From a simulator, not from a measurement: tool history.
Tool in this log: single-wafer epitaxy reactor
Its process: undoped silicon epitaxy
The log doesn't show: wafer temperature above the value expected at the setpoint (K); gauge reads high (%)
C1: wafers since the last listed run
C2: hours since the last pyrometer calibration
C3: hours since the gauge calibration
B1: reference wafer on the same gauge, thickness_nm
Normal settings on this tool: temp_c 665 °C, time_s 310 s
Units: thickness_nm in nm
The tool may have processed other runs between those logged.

run 1 hour=0 | temp_c=665 time_s=310 | C1=0 C2=673.3 C3=1715.9 | B1=59.731 | thickness_nm=66.95
run 2 hour=64 | temp_c=665 time_s=310 | C1=433 C2=737.3 C3=1779.9 | B1=59.68 | thickness_nm=66.388
run 3 hour=167.8 | temp_c=665 time_s=310 | C1=702 C2=841.1 C3=1883.7 | B1=59.859 | thickness_nm=65.724
run 4 hour=209.8 | temp_c=672 time_s=330 | C1=284 C2=883.1 C3=1925.7 | B1=59.757 | thickness_nm=82.676
run 5 hour=276.9 | temp_c=665 time_s=310 | C1=454 C2=950.2 C3=1992.8 | B1=59.865 | thickness_nm=64.995
-- hour=342.3 pyrometer calibrated
run 6 hour=359.7 | temp_c=665 time_s=310 | C1=506 C2=17.4 C3=2075.6 | B1=59.705 | thickness_nm=69.946
run 7 hour=431.2 | temp_c=665 time_s=310 | C1=483 C2=88.9 C3=2147.1 | B1=59.705 | thickness_nm=69.09
run 8 hour=506.5 | temp_c=670 time_s=310 | C1=509 C2=164.2 C3=2222.4 | B1=59.718 | thickness_nm=78.319
run 9 hour=560.5 | temp_c=670 time_s=310 | C1=365 C2=218.2 C3=2276.4 | B1=59.536 | thickness_nm=77.885
run 10 hour=611.7 | temp_c=670 time_s=310 | C1=346 C2=269.4 C3=2327.6 | B1=59.707 | thickness_nm=77.794
run 11 hour=755.8 | temp_c=665 time_s=310 | C1=975 C2=413.5 C3=2471.7 | B1=59.663 | thickness_nm=68.629
run 12 hour=827.6 | temp_c=665 time_s=310 | C1=485 C2=485.3 C3=2543.5 | B1=59.806 | thickness_nm=68.312
run 13 hour=935.3 | temp_c=665 time_s=310 | C1=728 C2=593 C3=2651.2 | B1=59.72 | thickness_nm=67.423
run 14 hour=972.1 | temp_c=665 time_s=310 | C1=248 C2=629.8 C3=2688 | B1=59.738 | thickness_nm=66.681
-- hour=1044 gauge calibrated
run 15 hour=1046 | temp_c=665 time_s=310 | C1=500 C2=703.7 C3=2 | B1=59.692 | thickness_nm=66.664
run 16 hour=1133.9 | temp_c=665 time_s=310 | C1=594 C2=791.6 C3=89.9 | B1=59.784 | thickness_nm=66.51
run 17 hour=1235.8 | temp_c=665 time_s=310 | C1=689 C2=893.5 C3=191.8 | B1=59.725 | thickness_nm=65.969
run 18 hour=1304.4 | temp_c=656 time_s=310 | C1=464 C2=962.1 C3=260.4 | B1=59.749 | thickness_nm=52.217
run 19 hour=1389.7 | temp_c=659 time_s=310 | C1=577 C2=1047.4 C3=345.7 | B1=59.887 | thickness_nm=55.674
-- hour=1425.5 pyrometer calibrated
run 20 hour=1462.8 | temp_c=659 time_s=310 | C1=440 C2=37.3 C3=418.8 | B1=59.647 | thickness_nm=60.26
run 21 hour=1544.8 | temp_c=653 time_s=290 | C1=554 C2=119.3 C3=500.8 | B1=59.799 | thickness_nm=48.445
run 22 hour=1649.3 | temp_c=653 time_s=290 | C1=707 C2=223.8 C3=605.3 | B1=59.696 | thickness_nm=48.414
run 23 hour=1736.3 | temp_c=665 time_s=310 | C1=588 C2=310.8 C3=692.3 | B1=59.732 | thickness_nm=68.416
run 24 hour=1786.2 | temp_c=665 time_s=310 | C1=337 C2=360.7 C3=742.2 | B1=59.712 | thickness_nm=68.612
run 25 hour=1886.1 | temp_c=665 time_s=310 | C1=675 C2=460.6 C3=842.1 | B1=59.739 | thickness_nm=68.745
run 26 hour=1977.7 | temp_c=679 time_s=341 | C1=619 C2=552.2 C3=933.7 | B1=59.684 | thickness_nm=103.523
run 27 hour=2061.1 | temp_c=677 time_s=284 | C1=564 C2=635.6 C3=1017.1 | B1=59.648 | thickness_nm=83.324
run 28 hour=2138.9 | temp_c=651 time_s=351 | C1=526 C2=713.4 C3=1094.9 | B1=59.583 | thickness_nm=53.941
run 29 hour=2180.4 | temp_c=659 time_s=370 | C1=280 C2=754.9 C3=1136.4 | B1=59.769 | thickness_nm=68.94
run 30 hour=2282.8 | temp_c=665 time_s=264 | C1=692 C2=857.3 C3=1238.8 | B1=59.686 | thickness_nm=56.132
run 31 hour=2382.2 | temp_c=665 time_s=310 | C1=672 C2=956.7 C3=1338.2 | B1=59.77 | thickness_nm=65.25
run 32 hour=2475.6 | temp_c=670 time_s=310 | C1=631 C2=1050.1 C3=1431.6 | B1=59.757 | thickness_nm=72.545
-- hour=2503.2 pyrometer calibrated
run 33 hour=2544.3 | temp_c=658 time_s=368 | C1=410 C2=41.1 C3=1500.3 | B1=59.573 | thickness_nm=68.829
run 34 hour=2632.2 | temp_c=669 time_s=250 | C1=594 C2=129 C3=1588.2 | B1=59.709 | thickness_nm=61.28
run 35 hour=2672.5 | temp_c=665 time_s=338 | C1=272 C2=169.3 C3=1628.5 | B1=59.741 | thickness_nm=75.006
run 36 hour=2780.2 | temp_c=665 time_s=310 | C1=728 C2=277 C3=1736.2 | B1=59.631 | thickness_nm=68.92
run 37 hour=2877.5 | temp_c=665 time_s=310 | C1=658 C2=374.3 C3=1833.5 | B1=59.815 | thickness_nm=68.437
run 38 hour=2965.6 | temp_c=665 time_s=310 | C1=596 C2=462.4 C3=1921.6 | B1=59.749 | thickness_nm=68.033
run 39 hour=3040.6 | temp_c=665 time_s=369 | C1=507 C2=537.4 C3=1996.6 | B1=59.61 | thickness_nm=80.269
run 40 hour=3128.4 | temp_c=673 time_s=357 | C1=594 C2=625.2 C3=2084.4 | B1=59.625 | thickness_nm=93.223
run 41 hour=3176.3 | temp_c=654 time_s=310 | C1=324 C2=673.1 C3=2132.3 | B1=59.721 | thickness_nm=50.656
run 42 hour=3269.7 | temp_c=674 time_s=371 | C1=631 C2=766.5 C3=2225.7 | B1=59.765 | thickness_nm=98.277
run 43 hour=3329.5 | temp_c=665 time_s=341 | C1=404 C2=826.3 C3=2285.5 | B1=59.734 | thickness_nm=71.954
run 44 hour=3405.6 | temp_c=670 time_s=288 | C1=514 C2=902.4 C3=2361.6 | B1=59.88 | thickness_nm=69.043

Had the tool no unlogged condition, and each run kept its random variation, what would the results have been?
run=1 thickness_nm=69.231
run=2 thickness_nm=69.074
run=3 thickness_nm=69.153
run=4 thickness_nm=87.339
run=5 thickness_nm=69.306
run=6 thickness_nm=69.896
run=7 thickness_nm=69.076
run=8 thickness_nm=78.403
run=9 thickness_nm=78.077
run=10 thickness_nm=78.117
run=11 thickness_nm=69.38
run=12 thickness_nm=69.364
run=13 thickness_nm=69.005
run=14 thickness_nm=68.455
run=15 thickness_nm=68.899
run=16 thickness_nm=69.359
run=17 thickness_nm=69.607
run=18 thickness_nm=55.655
run=19 thickness_nm=60.022
run=20 thickness_nm=60.04
run=21 thickness_nm=48.309
run=22 thickness_nm=48.399
run=23 thickness_nm=68.613
run=24 thickness_nm=68.967
run=25 thickness_nm=69.487
run=26 thickness_nm=105.244
run=27 thickness_nm=85.272
run=28 thickness_nm=55.697
run=29 thickness_nm=71.441
run=30 thickness_nm=58.797
run=31 thickness_nm=69.195
run=32 thickness_nm=77.857
run=33 thickness_nm=69.213
run=34 thickness_nm=61.675
run=35 thickness_nm=75.556
run=36 thickness_nm=69.653
run=37 thickness_nm=69.464
run=38 thickness_nm=69.401
run=39 thickness_nm=82.303
run=40 thickness_nm=96.194
run=41 thickness_nm=52.576
run=42 thickness_nm=102.742
run=43 thickness_nm=75.788
run=44 thickness_nm=73.325

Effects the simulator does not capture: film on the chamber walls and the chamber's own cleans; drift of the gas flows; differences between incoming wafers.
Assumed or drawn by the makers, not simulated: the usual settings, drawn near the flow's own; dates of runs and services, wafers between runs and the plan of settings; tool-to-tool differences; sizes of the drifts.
